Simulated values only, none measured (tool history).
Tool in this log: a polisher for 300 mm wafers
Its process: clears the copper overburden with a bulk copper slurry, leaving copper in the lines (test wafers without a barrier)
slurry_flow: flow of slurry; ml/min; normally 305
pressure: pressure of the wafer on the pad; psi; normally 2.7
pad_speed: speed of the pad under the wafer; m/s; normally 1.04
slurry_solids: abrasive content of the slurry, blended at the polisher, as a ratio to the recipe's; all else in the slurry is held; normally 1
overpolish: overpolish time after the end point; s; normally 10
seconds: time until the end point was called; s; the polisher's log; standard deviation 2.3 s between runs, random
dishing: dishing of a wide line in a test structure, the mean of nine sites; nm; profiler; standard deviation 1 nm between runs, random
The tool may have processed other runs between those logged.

run   hour  slurry_flow  pressure  pad_speed  slurry_solids  overpolish  incoming thickness of the incoming film, nm  seconds  dishing
  1      0          360       2.7       1.04              1          10                                       1043.1      124     47.1
      32.1  -- slurry blender recalibrated
      52.9  -- slurry nozzle cleaned
  2   65.8          360       2.7       1.04              1          10                                       1032.2    122.8       44
     120.7  -- worn pad replaced by a new one
  3  130.6          305       2.7       1.04              1          10                                       1026.5      133     42.9
  4  175.6          305       2.7       1.04              1          10                                       1027.3    138.4     40.7
  5  238.5          305       2.7       1.04              1          10                                       1026.9    140.1     42.8
     256.2  -- slurry blender recalibrated
       262  -- worn pad replaced by a new one, repeated, since the last time left the tool worse
  6  307.1          305       2.7       1.04              1          10                                       1047.5    124.6     44.7
  7  350.2          305       2.7       1.04              1          10                                       1054.4    128.1     43.4
       378  -- head pressure recalibrated
     381.2  -- worn pad replaced by a new one
  8  381.7          305       2.7       1.04              1          10                                       1022.5      121     46.1
  9  412.6          305       1.8       1.24           1.25          10                                         1030    148.1     39.8
 10  456.5          305       1.9       1.26              1          10                                         1029    152.6     39.9
     470.2  -- slurry nozzle cleaned
     478.5  -- slurry blender recalibrated
 11  485.9          305       2.7       1.04              1          10                                       1037.3    124.3     45.3
     518.8  -- worn pad replaced by a new one
 12  542.6          210       2.7       1.04              1          10                                       1036.2    126.9     45.3
 13  593.2          330       2.7       1.04              1          15                                       1033.3    121.7     57.2
 14  617.8          305       3.3       1.18           0.85          10                                       1015.3     93.3     56.7
     628.5  -- worn pad replaced by a new one
 15  644.4          305       2.7        1.2              1          13                                       1024.8    104.2     62.8

Forecast each of these 3 alternatives for the next run:
  A  644.9          305       2.7       1.04              1          10                                       1032.3        ?        ?
  B  644.9          240       3.2       1.04              1          12                                       1032.3        ?        ?
  C  644.9          410       2.7       1.14            1.3           5                                       1032.3        ?        ?

run  seconds  dishing
  A      121     45.3
  B    104.9     56.3
  C    102.6     30.6
Take away the tool's hidden state, keep each run's random variation, and the runs would have read:
run  seconds  dishing
  A    119.9     45.5
  B      104     56.6
  C    101.8     30.8
